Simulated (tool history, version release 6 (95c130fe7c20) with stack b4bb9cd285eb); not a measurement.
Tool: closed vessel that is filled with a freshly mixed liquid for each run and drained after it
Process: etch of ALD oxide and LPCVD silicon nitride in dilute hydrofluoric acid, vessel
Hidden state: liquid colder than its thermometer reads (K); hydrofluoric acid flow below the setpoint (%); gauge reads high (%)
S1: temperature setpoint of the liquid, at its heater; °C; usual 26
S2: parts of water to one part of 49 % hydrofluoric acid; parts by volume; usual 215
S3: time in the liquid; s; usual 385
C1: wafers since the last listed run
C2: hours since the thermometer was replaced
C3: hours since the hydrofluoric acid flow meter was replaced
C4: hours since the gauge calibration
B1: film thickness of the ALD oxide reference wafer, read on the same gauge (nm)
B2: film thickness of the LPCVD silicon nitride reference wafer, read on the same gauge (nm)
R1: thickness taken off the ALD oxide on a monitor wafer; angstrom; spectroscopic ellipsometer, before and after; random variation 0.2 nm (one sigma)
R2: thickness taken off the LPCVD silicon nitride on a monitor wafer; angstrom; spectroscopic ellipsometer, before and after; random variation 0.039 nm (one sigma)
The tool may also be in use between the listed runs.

run 1 hour=0 | S1=26 S2=215 S3=385 | C1=0 C2=467.2 C3=648.3 C4=40.4 | B1=39.99 B2=129.994 | R1=273.2 R2=9.34
run 2 hour=98.3 | S1=26 S2=215 S3=385 | C1=9005 C2=565.5 C3=746.6 C4=138.7 | B1=39.99 B2=130.005 | R1=277.5 R2=10.24
-- hour=332.5 hydrofluoric acid flow meter replaced
run 3 hour=338 | S1=26 S2=215 S3=385 | C1=21868 C2=805.2 C3=5.5 C4=378.4 | B1=40 B2=129.972 | R1=277.7 R2=9.65
run 4 hour=413.1 | S1=23 S2=215 S3=385 | C1=6880 C2=880.3 C3=80.6 C4=453.5 | B1=40 B2=130.017 | R1=247.7 R2=7.73
run 5 hour=484.5 | S1=22.5 S2=215 S3=385 | C1=6541 C2=951.7 C3=152 C4=524.9 | B1=40 B2=129.994 | R1=242.1 R2=7.23
run 6 hour=536.2 | S1=26 S2=150 S3=235 | C1=4736 C2=1003.4 C3=203.7 C4=576.6 | B1=40 B2=129.983 | R1=259.4 R2=8.07
run 7 hour=576.1 | S1=28 S2=215 S3=275 | C1=3655 C2=1043.3 C3=243.6 C4=616.5 | B1=40.01 B2=130 | R1=212.3 R2=8
run 8 hour=647.3 | S1=30 S2=130 S3=310 | C1=6522 C2=1114.5 C3=314.8 C4=687.7 | B1=39.99 B2=130.001 | R1=472.3 R2=15.6
-- hour=699 thermometer replaced
run 9 hour=811.6 | S1=26 S2=215 S3=385 | C1=14960 C2=112.6 C3=479.1 C4=852 | B1=39.99 B2=129.976 | R1=277.3 R2=10.2
run 10 hour=895.3 | S1=26 S2=290 S3=285 | C1=7668 C2=196.3 C3=562.8 C4=935.7 | B1=40.01 B2=129.984 | R1=140.4 R2=4.88
run 11 hour=997.3 | S1=27.5 S2=215 S3=385 | C1=9344 C2=298.3 C3=664.8 C4=1037.7 | B1=40.01 B2=129.98 | R1=289.6 R2=10.01
run 12 hour=1062.9 | S1=26 S2=170 S3=595 | C1=6009 C2=363.9 C3=730.4 C4=1103.3 | B1=39.99 B2=129.995 | R1=563 R2=18.76
run 13 hour=1104.3 | S1=24 S2=175 S3=290 | C1=3792 C2=405.3 C3=771.8 C4=1144.7 | B1=40 B2=130.005 | R1=248.2 R2=7.68
run 14 hour=1150.6 | S1=26 S2=215 S3=385 | C1=4241 C2=451.6 C3=818.1 C4=1191 | B1=40 B2=130.006 | R1=276.9 R2=9.3
run 15 hour=1253.8 | S1=24.5 S2=250 S3=270 | C1=9454 C2=554.8 C3=921.3 C4=1294.2 | B1=40.01 B2=130.003 | R1=152.2 R2=5.3
run 16 hour=1326.2 | S1=26 S2=215 S3=385 | C1=6632 C2=627.2 C3=993.7 C4=1366.6 | B1=39.99 B2=130.005 | R1=279.3 R2=9.42
-- hour=1355.7 hydrofluoric acid flow meter replaced
run 17 hour=1381.4 | S1=23.5 S2=275 S3=385 | C1=4965 C2=682.4 C3=25.7 C4=1421.8 | B1=39.98 B2=130.012 | R1=185.7 R2=6.32
run 18 hour=1481.8 | S1=26 S2=105 S3=275 | C1=9198 C2=782.8 C3=126.1 C4=1522.2 | B1=40 B2=129.979 | R1=460.2 R2=13.01
run 19 hour=1541.1 | S1=26 S2=215 S3=385 | C1=5432 C2=842.1 C3=185.4 C4=1581.5 | B1=40 B2=129.984 | R1=272.8 R2=9.23
run 20 hour=1643.7 | S1=21 S2=260 S3=450 | C1=9399 C2=944.7 C3=288 C4=1684.1 | B1=40.01 B2=130.006 | R1=213.4 R2=6

Run 21 comes next. What will it give?
run 21 hour=1741.9 | S1=26 S2=255 S3=385 | C1=8996 C2=1042.9 C3=386.2 C4=1782.3 | B1=? B2=? | R1=? R2=?

Run 21 gave B1 40, B2 130, R1 223.4 angstrom, R2 8.03 angstrom.
Without the tool's hidden state the same run would have given R1 223.4 angstrom, R2 8.03 angstrom.
